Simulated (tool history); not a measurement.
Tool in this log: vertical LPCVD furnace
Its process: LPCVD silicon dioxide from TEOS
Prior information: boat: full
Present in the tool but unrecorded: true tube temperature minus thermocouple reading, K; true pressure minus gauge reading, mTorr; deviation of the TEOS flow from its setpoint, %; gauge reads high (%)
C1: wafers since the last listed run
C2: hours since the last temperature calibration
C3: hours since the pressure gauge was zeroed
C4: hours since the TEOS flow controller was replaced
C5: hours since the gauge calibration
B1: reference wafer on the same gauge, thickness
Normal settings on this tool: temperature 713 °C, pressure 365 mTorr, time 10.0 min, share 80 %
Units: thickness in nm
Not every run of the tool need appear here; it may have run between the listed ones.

run 1 hour=0.0 | temperature=713 pressure=365 time=10.0 share=80 | C1=0 C2=2610.8 C3=2060.9 C4=4835.8 C5=826.8 | B1=123.98 | thickness=112.33
run 2 hour=64.1 | temperature=713 pressure=365 time=10.0 share=80 | C1=738 C2=2674.9 C3=2125.0 C4=4899.9 C5=890.9 | B1=123.92 | thickness=112.04
run 3 hour=120.2 | temperature=710 pressure=365 time=10.0 share=80 | C1=646 C2=2731.0 C3=2181.1 C4=4956.0 C5=947.0 | B1=124.01 | thickness=103.78
run 4 hour=162.3 | temperature=713 pressure=425 time=10.0 share=80 | C1=484 C2=2773.1 C3=2223.2 C4=4998.1 C5=989.1 | B1=123.95 | thickness=120.91
run 5 hour=188.4 | temperature=717 pressure=365 time=10.0 share=80 | C1=300 C2=2799.2 C3=2249.3 C4=5024.2 C5=1015.2 | B1=124.02 | thickness=122.18
run 6 hour=249.2 | temperature=717 pressure=365 time=10.0 share=80 | C1=700 C2=2860.0 C3=2310.1 C4=5085.0 C5=1076.0 | B1=124.03 | thickness=123.80
run 7 hour=312.4 | temperature=717 pressure=365 time=10.0 share=80 | C1=728 C2=2923.2 C3=2373.3 C4=5148.2 C5=1139.2 | B1=124.06 | thickness=123.86
run 8 hour=370.3 | temperature=713 pressure=365 time=10.0 share=80 | C1=666 C2=2981.1 C3=2431.2 C4=5206.1 C5=1197.1 | B1=124.13 | thickness=113.19
run 9 hour=401.3 | temperature=713 pressure=365 time=10.0 share=80 | C1=357 C2=3012.1 C3=2462.2 C4=5237.1 C5=1228.1 | B1=123.92 | thickness=112.45
-- hour=474.2 TEOS flow controller replaced
run 10 hour=474.7 | temperature=713 pressure=365 time=10.0 share=80 | C1=569 C2=3085.5 C3=2535.6 C4=0.5 C5=1301.5 | B1=123.84 | thickness=112.40
run 11 hour=493.5 | temperature=713 pressure=430 time=10.0 share=80 | C1=216 C2=3104.3 C3=2554.4 C4=19.3 C5=1320.3 | B1=123.95 | thickness=122.78
-- hour=513.2 gauge calibrated
run 12 hour=538.6 | temperature=708 pressure=365 time=10.0 share=96 | C1=519 C2=3149.4 C3=2599.5 C4=64.4 C5=25.4 | B1=123.99 | thickness=111.05
run 13 hour=577.0 | temperature=713 pressure=365 time=10.0 share=80 | C1=442 C2=3187.8 C3=2637.9 C4=102.8 C5=63.8 | B1=124.16 | thickness=113.08
-- hour=688.9 pressure gauge zeroed
run 14 hour=764.1 | temperature=713 pressure=315 time=10.0 share=80 | C1=1878 C2=3374.9 C3=75.2 C4=289.9 C5=250.9 | B1=124.03 | thickness=105.43
run 15 hour=814.4 | temperature=722 pressure=330 time=10.0 share=89 | C1=579 C2=3425.2 C3=125.5 C4=340.2 C5=301.2 | B1=124.02 | thickness=138.42
-- hour=925.2 thermocouples replaced and temperature profile calibrated
run 16 hour=933.7 | temperature=713 pressure=365 time=10.0 share=80 | C1=1097 C2=8.5 C3=244.8 C4=459.5 C5=420.5 | B1=123.84 | thickness=106.79
run 17 hour=965.6 | temperature=718 pressure=365 time=8.5 share=80 | C1=367 C2=40.4 C3=276.7 C4=491.4 C5=452.4 | B1=124.08 | thickness=100.24
run 18 hour=999.3 | temperature=722 pressure=365 time=10.0 share=80 | C1=388 C2=74.1 C3=310.4 C4=525.1 C5=486.1 | B1=124.01 | thickness=129.40
run 19 hour=1065.0 | temperature=713 pressure=365 time=12.5 share=80 | C1=756 C2=139.8 C3=376.1 C4=590.8 C5=551.8 | B1=123.92 | thickness=133.55
run 20 hour=1132.6 | temperature=718 pressure=365 time=10.0 share=80 | C1=778 C2=207.4 C3=443.7 C4=658.4 C5=619.4 | B1=123.99 | thickness=119.25
run 21 hour=1163.6 | temperature=709 pressure=310 time=7.0 share=80 | C1=357 C2=238.4 C3=474.7 C4=689.4 C5=650.4 | B1=123.94 | thickness=63.06
run 22 hour=1227.2 | temperature=713 pressure=365 time=10.0 share=80 | C1=732 C2=302.0 C3=538.3 C4=753.0 C5=714.0 | B1=123.84 | thickness=107.26

What if the next run were any one of these 3? Each begins from the tool's condition after run 22:
run A hour=1231.4 | temperature=713 pressure=365 time=10.0 share=80 | C1=48 C2=306.2 C3=542.5 C4=757.2 C5=718.2 | B1=? | thickness=?
run B hour=1231.4 | temperature=713 pressure=405 time=10.0 share=80 | C1=48 C2=306.2 C3=542.5 C4=757.2 C5=718.2 | B1=? | thickness=?
run C hour=1231.4 | temperature=713 pressure=365 time=13.5 share=80 | C1=48 C2=306.2 C3=542.5 C4=757.2 C5=718.2 | B1=? | thickness=?

run=A B1=123.92 thickness=106.37
run=B B1=123.92 thickness=112.04
run=C B1=123.92 thickness=143.60
What these runs would have given with no unlogged condition in the tool:
run=A thickness=105.23
run=B thickness=110.84
run=C thickness=142.06
